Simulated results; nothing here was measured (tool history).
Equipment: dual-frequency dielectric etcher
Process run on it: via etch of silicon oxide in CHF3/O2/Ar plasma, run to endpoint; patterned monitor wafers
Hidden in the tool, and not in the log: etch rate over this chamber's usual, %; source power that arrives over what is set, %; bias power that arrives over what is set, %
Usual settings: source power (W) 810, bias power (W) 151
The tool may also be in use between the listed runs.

run,hour,source power (W),bias power (W),wafers since the last listed run,hours since the last wet clean,hours since the last source power generator calibration,hours since the last bias power generator calibration,hours since the last upper electrode change,"incoming incoming film thickness, nm",endpoint time (s)
1,0.0,810,124,0,422.6,2040.9,1440.2,1132.1,449.1,225.4
2,26.9,810,151,164,449.5,2067.8,1467.1,1159.0,445.6,203.5
# hour 85.0: wet clean of the chamber
3,95.1,810,151,270,10.1,2136.0,1535.3,1227.2,443.6,202.7
4,147.3,740,129,319,62.3,2188.2,1587.5,1279.4,450.9,228.3
5,186.6,740,129,240,101.6,2227.5,1626.8,1318.7,449.4,229.3
6,223.1,740,129,223,138.1,2264.0,1663.3,1355.2,449.0,225.9
7,264.1,810,176,251,179.1,2305.0,1704.3,1396.2,451.6,192.6
8,353.6,860,151,548,268.6,2394.5,1793.8,1485.7,450.4,201.2
# hour 514.8: wet clean of the chamber
9,515.3,670,172,843,0.5,2556.2,1955.5,1647.4,447.4,204.8
10,553.9,670,172,236,39.1,2594.8,1994.1,1686.0,450.0,205.3
11,607.6,810,126,329,92.8,2648.5,2047.8,1739.7,450.7,223.8
12,635.8,720,180,172,121.0,2676.7,2076.0,1767.9,450.8,197.2
13,675.6,930,185,243,160.8,2716.5,2115.8,1807.7,453.2,181.3
# hour 724.7: source power generator calibrated
14,741.1,810,151,376,226.3,16.4,2181.3,1873.2,446.1,206.3
# hour 797.7: upper electrode replaced, of another model than before
15,798.2,890,151,202,283.4,73.5,2238.4,0.5,452.2,197.9
16,810.2,860,151,73,295.4,85.5,2250.4,12.5,450.5,202.1
17,838.3,1010,127,172,323.5,113.6,2278.5,40.6,451.9,196.5
18,898.4,740,165,368,383.6,173.7,2338.6,100.7,447.0,208.7
# hour 959.5: wet clean of the chamber
19,960.1,860,138,230,0.6,235.4,2400.3,162.4,450.3,206.4
20,991.0,930,118,189,31.5,266.3,2431.2,193.3,447.7,207.9
21,1018.8,990,151,170,59.3,294.1,2459.0,221.1,449.8,185.3
22,1084.0,810,151,399,124.5,359.3,2524.2,286.3,445.7,203.9
# hour 1154.6: bias power generator calibrated
23,1155.1,610,179,411,195.6,430.4,0.5,357.4,451.4,224.7
24,1225.3,750,151,430,265.8,500.6,70.7,427.6,451.0,214.3
25,1254.8,730,185,180,295.3,530.1,100.2,457.1,443.5,198.3
26,1326.7,660,134,440,367.2,602.0,172.1,529.0,446.6,237.7
27,1389.4,940,129,384,429.9,664.7,234.8,591.7,450.6,200.0
# hour 1427.0: wet clean of the chamber
28,1431.3,700,124,109,4.3,706.6,276.7,633.6,449.5,237.2
29,1489.1,980,151,354,62.1,764.4,334.5,691.4,449.2,185.8
30,1543.4,690,124,332,116.4,818.7,388.8,745.7,443.3,235.5
31,1587.9,650,139,272,160.9,863.2,433.3,790.2,444.3,233.2
32,1720.9,750,176,814,293.9,996.2,566.3,923.2,448.3,199.6
33,1760.3,810,151,241,333.3,1035.6,605.7,962.6,443.3,200.8
34,1802.0,810,131,255,375.0,1077.3,647.4,1004.3,447.6,212.6

Branching from run 34: 5 alternative next runs. What would each branch give?
A,1802.5,960,151,3,375.5,1077.8,647.9,1004.8,449.2,?
B,1802.5,730,151,3,375.5,1077.8,647.9,1004.8,449.2,?
C,1802.5,810,117,3,375.5,1077.8,647.9,1004.8,449.2,?
D,1802.5,810,127,3,375.5,1077.8,647.9,1004.8,449.2,?
E,1802.5,870,181,3,375.5,1077.8,647.9,1004.8,449.2,?

run,endpoint time (s)
A,186.9
B,215.3
C,222.6
D,216.4
E,184.2
Without the tool's hidden state the same runs would have given:
run,endpoint time (s)
A,191.7
B,220.7
C,228.3
D,222.0
E,188.8
